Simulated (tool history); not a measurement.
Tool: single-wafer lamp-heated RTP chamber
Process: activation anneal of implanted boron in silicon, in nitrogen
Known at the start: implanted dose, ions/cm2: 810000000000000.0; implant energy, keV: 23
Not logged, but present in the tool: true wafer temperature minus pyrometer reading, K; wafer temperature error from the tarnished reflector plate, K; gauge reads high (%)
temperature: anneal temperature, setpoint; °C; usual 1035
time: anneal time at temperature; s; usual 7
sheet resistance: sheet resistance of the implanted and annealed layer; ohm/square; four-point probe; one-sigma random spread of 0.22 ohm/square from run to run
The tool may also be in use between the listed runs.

run	hour	temperature	time	wafers since the last listed run	wafers since the last pyrometer calibration	wafers since the reflector plate was cleaned	hours since the gauge calibration	read-back reference wafer on the same gauge, sheet resistance	sheet resistance
1	0.0	1035	8	0	1082	2360	457.5	139.99	148.83
# hour 34.8: reflector plate cleaned
2	35.3	1046	8	504	1587	9	492.8	140.03	147.77
3	48.0	1035	7	234	1821	244	505.5	140.00	148.96
# hour 71.5: pyrometer window cleaned and pyrometer calibrated
4	72.0	1035	7	295	9	539	529.5	140.01	148.85
5	98.7	1035	7	493	503	1033	556.2	140.02	148.76
6	131.5	1035	6	606	1109	1639	589.0	139.97	148.59
7	156.1	1025	4	454	1564	2094	613.6	140.02	150.86
8	188.7	1025	4	602	2167	2697	646.2	139.98	150.47
# hour 215.8: pyrometer window cleaned and pyrometer calibrated
# hour 224.3: reflector plate cleaned
9	224.8	1025	4	371	17	10	682.3	139.98	150.86
10	239.3	1057	7	268	285	278	696.8	140.01	147.67
# hour 319.6: gauge calibrated
11	346.9	1057	7	1989	2275	2267	27.3	139.99	147.93
# hour 362.0: pyrometer window cleaned and pyrometer calibrated
# hour 390.6: reflector plate cleaned
12	391.1	1050	11	521	390	8	71.5	140.07	147.33
13	417.8	1025	3	493	884	502	98.2	140.01	151.03
14	445.1	1035	7	504	1389	1006	125.5	139.98	148.95
15	466.2	1045	10	390	1779	1396	146.6	139.97	148.12
16	484.9	1035	11	345	2124	1742	165.3	140.01	148.96
17	499.7	1035	7	273	2398	2016	180.1	139.96	148.78
# hour 525.0: pyrometer window cleaned and pyrometer calibrated
18	534.5	1043	7	495	175	2511	214.9	139.97	148.10
19	554.9	1053	6	377	552	2888	235.3	140.02	147.81
# hour 572.4: reflector plate cleaned
20	584.8	1054	4	404	957	228	265.2	140.00	148.18
21	615.4	1061	7	565	1522	794	295.8	139.96	147.74
# hour 651.7: pyrometer window cleaned and pyrometer calibrated
22	652.2	1062	5	532	8	1326	332.6	139.99	148.05
23	666.3	1020	6	260	269	1587	346.7	140.04	150.77

What if the next run were any one of these 5? Each begins from the tool's condition after run 23:
A	666.7	1014	7	7	276	1594	347.1	?	?
B	666.7	1052	7	7	276	1594	347.1	?	?
C	666.7	1060	5	7	276	1594	347.1	?	?
D	666.7	1018	3	7	276	1594	347.1	?	?
E	666.7	1008	9	7	276	1594	347.1	?	?

run	read-back reference wafer on the same gauge, sheet resistance	sheet resistance
A	139.99	151.77
B	139.99	147.90
C	139.99	147.90
D	139.99	152.15
E	139.99	152.72
With the hidden condition removed and each run's random variation left untouched, the same runs would have given:
run	sheet resistance
A	151.77
B	147.90
C	147.90
D	152.15
E	152.72

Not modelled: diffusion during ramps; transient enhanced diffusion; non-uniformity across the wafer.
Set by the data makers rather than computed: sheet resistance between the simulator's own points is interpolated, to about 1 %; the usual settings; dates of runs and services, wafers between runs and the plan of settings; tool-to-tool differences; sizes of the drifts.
